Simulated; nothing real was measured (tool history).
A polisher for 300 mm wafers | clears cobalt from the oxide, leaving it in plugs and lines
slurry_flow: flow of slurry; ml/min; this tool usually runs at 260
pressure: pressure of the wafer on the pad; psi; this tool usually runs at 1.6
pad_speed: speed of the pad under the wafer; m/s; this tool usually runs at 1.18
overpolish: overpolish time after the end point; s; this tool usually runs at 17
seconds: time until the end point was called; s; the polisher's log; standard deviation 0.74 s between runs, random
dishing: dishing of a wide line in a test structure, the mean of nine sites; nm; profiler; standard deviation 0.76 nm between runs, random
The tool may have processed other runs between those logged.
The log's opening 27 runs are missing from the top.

| run | hour | slurry_flow | pressure | pad_speed | overpolish | wafers since the last listed run | wafers polished on this pad | hours since the slurry nozzle was cleaned | hours since the head pressure was calibrated | incoming thickness of the incoming film, nm | seconds | dishing |
|---|---|---|---|---|---|---|---|---|---|---|---|---|
| 28 | 679.7 | 260 | 1.6 | 0.92 | 22 | 206 | 970 | 90.1 | 1568.4 | 361.0 | 107.5 | 36.8 |
| 29 | 713.6 | 260 | 1.3 | 0.84 | 17 | 365 | 1336 | 124.0 | 1602.3 | 357.7 | 143.9 | 25.2 |
|  | 724.9 | head pressure recalibrated |
| 30 | 729.1 | 175 | 1.9 | 1.46 | 25 | 145 | 1481 | 139.5 | 4.2 | 361.7 | 60.2 | 43.3 |
| 31 | 762.5 | 260 | 1.6 | 1.18 | 17 | 360 | 1842 | 172.9 | 37.6 | 360.4 | 83.1 | 34.2 |
| 32 | 787.9 | 260 | 2.1 | 1.18 | 24 | 274 | 2116 | 198.3 | 63.0 | 360.3 | 64.2 | 43.6 |
|  | 810.1 | worn pad replaced by a new one |
| 33 | 820.6 | 260 | 1.6 | 1.18 | 26 | 309 | 113 | 231.0 | 95.7 | 361.8 | 83.3 | 40.1 |
| 34 | 842.3 | 330 | 1.6 | 1.18 | 24 | 234 | 347 | 252.7 | 117.4 | 364.1 | 82.0 | 42.3 |
| 35 | 932.2 | 260 | 1.6 | 1.18 | 24 | 970 | 1318 | 342.6 | 207.3 | 361.4 | 82.4 | 40.8 |
| 36 | 963.9 | 215 | 1.6 | 1.18 | 13 | 342 | 1660 | 374.3 | 239.0 | 361.8 | 85.5 | 30.1 |

Predict each of these 3 candidate next runs independently; none follows another, all start after run 36:
| A | 964.4 | 260 | 1.6 | 1.18 | 8 | 5 | 1665 | 374.8 | 239.5 | 360.7 | ? | ? |
| B | 964.4 | 260 | 1.6 | 0.82 | 27 | 5 | 1665 | 374.8 | 239.5 | 360.7 | ? | ? |
| C | 964.4 | 330 | 1.9 | 1.36 | 27 | 5 | 1665 | 374.8 | 239.5 | 360.7 | ? | ? |

| run | seconds | dishing |
|---|---|---|
| A | 81.6 | 22.4 |
| B | 117.4 | 37.8 |
| C | 58.2 | 46.9 |
The same runs, with their run-to-run variation unchanged, on a tool lacking any hidden condition would have given:
| run | seconds | dishing |
|---|---|---|
| A | 81.6 | 22.4 |
| B | 117.4 | 37.8 |
| C | 58.2 | 46.9 |

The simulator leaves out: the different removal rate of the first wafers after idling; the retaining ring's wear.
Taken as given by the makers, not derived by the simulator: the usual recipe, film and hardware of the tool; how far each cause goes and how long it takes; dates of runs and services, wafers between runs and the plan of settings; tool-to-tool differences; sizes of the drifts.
